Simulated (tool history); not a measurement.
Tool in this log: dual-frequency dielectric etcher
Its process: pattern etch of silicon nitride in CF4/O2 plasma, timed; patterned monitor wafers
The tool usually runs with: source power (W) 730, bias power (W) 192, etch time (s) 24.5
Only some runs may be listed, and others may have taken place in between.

run,hour,source power (W),bias power (W),etch time (s),"read-back reference wafer on the same gauge, depth_nm",mean etch depth across the wafer (angstrom)
1,0,730,192,24.5,70.3,760
2,35.4,730,192,24.5,70.2,766
3,60.3,730,192,24.5,70.2,766
4,79.9,730,223,24.5,70.1,823
5,113.9,870,227,17,70.4,645
6,140.2,850,149,21,70.3,644
# hour 149.2: gauge calibrated
7,166.4,730,237,28.5,70.2,989
8,189.5,660,192,30.5,70.3,900
9,219.7,830,234,20,70.2,753
10,250.3,810,176,22.5,70.3,729
# hour 276: wet clean of the chamber
11,276.5,820,174,24.5,70.4,757
12,292.7,730,192,24.5,70.3,742
# hour 341.7: upper electrode replaced
13,342.2,900,192,24.5,70.4,848
14,351.1,660,192,24.5,70.3,703
15,368.5,870,223,21.5,70.4,786
# hour 399.6: bias power generator calibrated
16,400.4,730,192,29.5,70.4,895
17,431.3,730,192,24.5,70.2,743
18,466.4,730,192,24.5,70.3,750
19,494.9,870,169,26.5,70.3,851
20,523.6,730,192,24.5,70.3,749
21,545.5,840,209,30,70.4,1050
22,565.6,680,221,21.5,70.4,684
23,579.6,560,192,27,70.3,714
24,598.1,730,155,24.5,70.4,687
25,613.7,730,162,20.5,70.4,587
26,640.3,730,159,17.5,70.4,495
27,670.7,560,175,18.5,70.2,475
28,687.5,900,231,31,70.2,1207
29,719.5,910,233,24.5,70.3,964

Branching from run 29: 5 alternative next runs. What would each branch give?
A,719.9,730,165,24.5,?,?
B,719.9,680,192,24.5,?,?
C,719.9,780,213,20.5,?,?
D,719.9,880,237,31,?,?
E,719.9,890,239,20,?,?

run,"read-back reference wafer on the same gauge, depth_nm",mean etch depth across the wafer (angstrom)
A,70.3,711
B,70.3,735
C,70.3,703
D,70.3,1205
E,70.3,786
Stripped of hidden state, with their random variation kept, the same runs would have yielded:
run,mean etch depth across the wafer (angstrom)
A,685
B,709
C,677
D,1161
E,757

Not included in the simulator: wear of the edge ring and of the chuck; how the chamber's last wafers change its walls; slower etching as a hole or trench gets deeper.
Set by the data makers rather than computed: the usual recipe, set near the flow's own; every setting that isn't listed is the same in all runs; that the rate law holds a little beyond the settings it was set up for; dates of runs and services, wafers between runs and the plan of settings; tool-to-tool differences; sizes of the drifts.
